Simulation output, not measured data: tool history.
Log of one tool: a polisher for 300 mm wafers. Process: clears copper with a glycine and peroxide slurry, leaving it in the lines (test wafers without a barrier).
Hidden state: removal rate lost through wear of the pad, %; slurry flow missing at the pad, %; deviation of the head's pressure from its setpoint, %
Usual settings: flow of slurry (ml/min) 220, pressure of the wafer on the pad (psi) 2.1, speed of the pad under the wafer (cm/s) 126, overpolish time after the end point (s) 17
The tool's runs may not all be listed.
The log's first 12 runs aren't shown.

| run | hour | flow of slurry (ml/min) | pressure of the wafer on the pad (psi) | speed of the pad under the wafer (cm/s) | overpolish time after the end point (s) | wafers since the last listed run | wafers polished on this pad | hours since the slurry nozzle was cleaned | hours since the head pressure was calibrated | incoming thickness of the incoming film, nm | time until the end point was called (s) | dishing of a wide line in a test structure (nm) |
|---|---|---|---|---|---|---|---|---|---|---|---|---|
|  | 868 | slurry nozzle cleaned |
| 13 | 872.3 | 220 | 1.8 | 126 | 24 | 346 | 364 | 4.3 | 661.6 | 840 | 164.6 | 56.7 |
| 14 | 938 | 220 | 2.1 | 126 | 17 | 421 | 785 | 70 | 727.3 | 842.1 | 151.5 | 47.6 |
| 15 | 1044.5 | 220 | 2.1 | 126 | 17 | 682 | 1467 | 176.5 | 833.8 | 830.4 | 153.6 | 48.6 |
| 16 | 1112.1 | 190 | 2.1 | 126 | 11 | 433 | 1900 | 244.1 | 901.4 | 824.4 | 156.4 | 33.1 |
| 17 | 1166.5 | 220 | 2.1 | 126 | 17 | 348 | 2249 | 298.5 | 955.8 | 835.2 | 157 | 48.3 |
| 18 | 1207.7 | 220 | 2.1 | 126 | 17 | 264 | 2513 | 339.7 | 997 | 821 | 153.5 | 46.2 |
| 19 | 1303.1 | 220 | 1.8 | 126 | 24 | 611 | 3124 | 435.1 | 1092.4 | 828 | 171.2 | 53.4 |
| 20 | 1363.2 | 220 | 2.1 | 162 | 17 | 385 | 3510 | 495.2 | 1152.5 | 822.7 | 132.5 | 51.5 |
|  | 1370.5 | head pressure recalibrated |
|  | 1420.7 | slurry nozzle cleaned |
|  | 1422.2 | worn pad replaced by a new one |
| 21 | 1438.3 | 200 | 2.4 | 162 | 17 | 452 | 103 | 17.6 | 67.8 | 820.6 | 114.7 | 57.4 |
| 22 | 1534.5 | 240 | 2.3 | 126 | 17 | 616 | 719 | 113.8 | 164 | 843.9 | 144 | 52 |
| 23 | 1591.3 | 220 | 2.1 | 126 | 21 | 364 | 1083 | 170.6 | 220.8 | 833.8 | 153.1 | 56.8 |
| 24 | 1687.7 | 220 | 2.1 | 126 | 13 | 617 | 1701 | 267 | 317.2 | 829.1 | 151.8 | 38.8 |
| 25 | 1777.3 | 260 | 2.1 | 126 | 17 | 574 | 2275 | 356.6 | 406.8 | 825.9 | 152.5 | 47.4 |
| 26 | 1873.1 | 220 | 2.1 | 126 | 17 | 613 | 2889 | 452.4 | 502.6 | 825.6 | 156.5 | 47.5 |
|  | 1897.6 | slurry nozzle cleaned |
| 27 | 1943.3 | 220 | 2.1 | 126 | 17 | 443 | 3332 | 45.7 | 572.8 | 820.7 | 153.5 | 46.1 |
|  | 2003 | worn pad replaced by a new one |
| 28 | 2104.5 | 190 | 1.6 | 126 | 10 | 1007 | 650 | 206.9 | 734 | 834.5 | 185.9 | 26.4 |
| 29 | 2173.3 | 220 | 2.1 | 168 | 17 | 440 | 1091 | 275.7 | 802.8 | 828 | 125.3 | 53 |
| 30 | 2221.5 | 220 | 1.5 | 126 | 17 | 308 | 1399 | 323.9 | 851 | 832.9 | 190.9 | 40.2 |
| 31 | 2305.1 | 220 | 2.1 | 126 | 17 | 535 | 1935 | 407.5 | 934.6 | 841.9 | 159.3 | 45.4 |
| 32 | 2355.2 | 220 | 2.1 | 126 | 11 | 321 | 2256 | 457.6 | 984.7 | 830.7 | 156.4 | 32.7 |
|  | 2391 | slurry nozzle cleaned |
| 33 | 2397.8 | 195 | 2.4 | 138 | 17 | 266 | 2523 | 6.8 | 1027.3 | 827.7 | 137.9 | 51.4 |
| 34 | 2444.7 | 220 | 1.9 | 126 | 9 | 300 | 2823 | 53.7 | 1074.2 | 830.1 | 166.7 | 26.3 |
| 35 | 2551.1 | 245 | 2.8 | 138 | 17 | 681 | 3505 | 160.1 | 1180.6 | 826 | 120.3 | 57 |

3 ways to go on from here, each from the tool as it stands after run 35. What would each give?
| A | 2551.6 | 220 | 2.1 | 86 | 17 | 3 | 3508 | 160.6 | 1181.1 | 822.5 | ? | ? |
| B | 2551.6 | 220 | 2.4 | 106 | 17 | 3 | 3508 | 160.6 | 1181.1 | 822.5 | ? | ? |
| C | 2551.6 | 220 | 2.1 | 90 | 21 | 3 | 3508 | 160.6 | 1181.1 | 822.5 | ? | ? |

| run | time until the end point was called (s) | dishing of a wide line in a test structure (nm) |
|---|---|---|
| A | 197.3 | 38.6 |
| B | 159.9 | 45.6 |
| C | 192.1 | 46.4 |
Without the tool's hidden state the same runs would have given:
| run | time until the end point was called (s) | dishing of a wide line in a test structure (nm) |
|---|---|---|
| A | 181.9 | 41.2 |
| B | 147.4 | 48.5 |
| C | 177.1 | 49.3 |
